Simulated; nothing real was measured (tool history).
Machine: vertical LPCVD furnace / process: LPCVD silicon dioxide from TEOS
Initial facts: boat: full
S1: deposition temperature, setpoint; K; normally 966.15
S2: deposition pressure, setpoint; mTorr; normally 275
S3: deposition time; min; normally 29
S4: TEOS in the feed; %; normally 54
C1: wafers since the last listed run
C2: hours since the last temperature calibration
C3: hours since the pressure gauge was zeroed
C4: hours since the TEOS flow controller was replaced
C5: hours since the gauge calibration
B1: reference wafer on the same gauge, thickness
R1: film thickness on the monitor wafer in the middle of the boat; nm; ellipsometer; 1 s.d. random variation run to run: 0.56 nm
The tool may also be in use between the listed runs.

run,hour,S1,S2,S3,S4,C1,C2,C3,C4,C5,B1,R1
1,0,966.15,275,29,54,0,4227.2,4945.1,2530.1,742.6,184.29,168.95
2,67.5,966.15,275,29,54,1432,4294.7,5012.6,2597.6,810.1,183.99,169.47
3,138.8,966.15,275,29,54,1513,4366,5083.9,2668.9,881.4,184.32,170.28
4,199.1,966.15,275,29,54,1279,4426.3,5144.2,2729.2,941.7,183.95,171.3
5,225.3,966.15,275,29,54,555,4452.5,5170.4,2755.4,967.9,183.86,170.06
6,279.6,966.15,275,29,54,1152,4506.8,5224.7,2809.7,1022.2,184.31,170.22
7,325.4,966.15,275,29,54,971,4552.6,5270.5,2855.5,1068,183.94,171.07
8,353.4,966.15,275,29,54,594,4580.6,5298.5,2883.5,1096,184.26,171.32
9,401.3,966.15,275,29,54,1016,4628.5,5346.4,2931.4,1143.9,183.95,172.05
10,427.3,966.15,275,29,49,551,4654.5,5372.4,2957.4,1169.9,184.02,164.09
# hour 470.3: pressure gauge zeroed
11,498.1,966.15,275,29,49,993,4725.3,27.8,3028.2,1240.7,184.16,164.03
12,522.4,966.15,275,36,58,515,4749.6,52.1,3052.5,1265,183.92,221.76
13,565,966.15,275,36,58,904,4792.2,94.7,3095.1,1307.6,184.47,221.71
14,626.6,972.15,275,29,54,1307,4853.8,156.3,3156.7,1369.2,184.11,198.06
15,665.6,966.15,275,29,54,827,4892.8,195.3,3195.7,1408.2,184.06,173.95
# hour 754.9: TEOS flow controller replaced
16,755.4,966.15,275,29,58,1396,4982.6,285.1,0.5,1498,183.9,180.32
17,764.3,966.15,275,29,58,188,4991.5,294,9.4,1506.9,184.09,182.15
18,791.8,978.15,340,33,48,583,5019,321.5,36.9,1534.4,183.75,275.05
# hour 796.5: gauge calibrated
19,854.8,966.15,275,29,54,1336,5082,384.5,99.9,58.3,183.72,174.74
20,906.3,966.15,235,19,54,1092,5133.5,436,151.4,109.8,184.23,106.61
21,955.6,972.15,275,29,54,1046,5182.8,485.3,200.7,159.1,184.1,202.32
22,1020,966.15,275,29,54,1366,5247.2,549.7,265.1,223.5,184.25,176.22
23,1054.7,955.15,335,29,63,736,5281.9,584.4,299.8,258.2,183.66,162.24
# hour 1125.1: thermocouples replaced and temperature profile calibrated
24,1125.6,969.15,300,18.5,63,995,0.5,655.3,370.7,329.1,183.51,123.23
25,1168.7,966.15,275,29,59,914,43.6,698.4,413.8,372.2,183.92,167.02
26,1229.6,978.15,290,29,51,1292,104.5,759.3,474.7,433.1,183.98,209.53
27,1271,972.15,275,29,54,878,145.9,800.7,516.1,474.5,183.97,183.06
28,1475.3,966.15,275,33.5,54,4335,350.2,1005,720.4,678.8,183.91,183.61
29,1544.1,966.15,275,18,48,1460,419,1073.8,789.2,747.6,183.89,93.11

Forecast each of these 3 alternatives for the next run:
A,1548.3,966.15,275,29,54,89,423.2,1078,793.4,751.8,?,?
B,1548.3,969.15,275,22.5,64,89,423.2,1078,793.4,751.8,?,?
C,1548.3,956.15,330,38.5,63,89,423.2,1078,793.4,751.8,?,?

run,B1,R1
A,183.75,159.74
B,183.75,144.78
C,183.75,197.75
Without the tool's unlogged condition, the same runs would have read:
run,R1
A,156.94
B,142.26
C,194.22
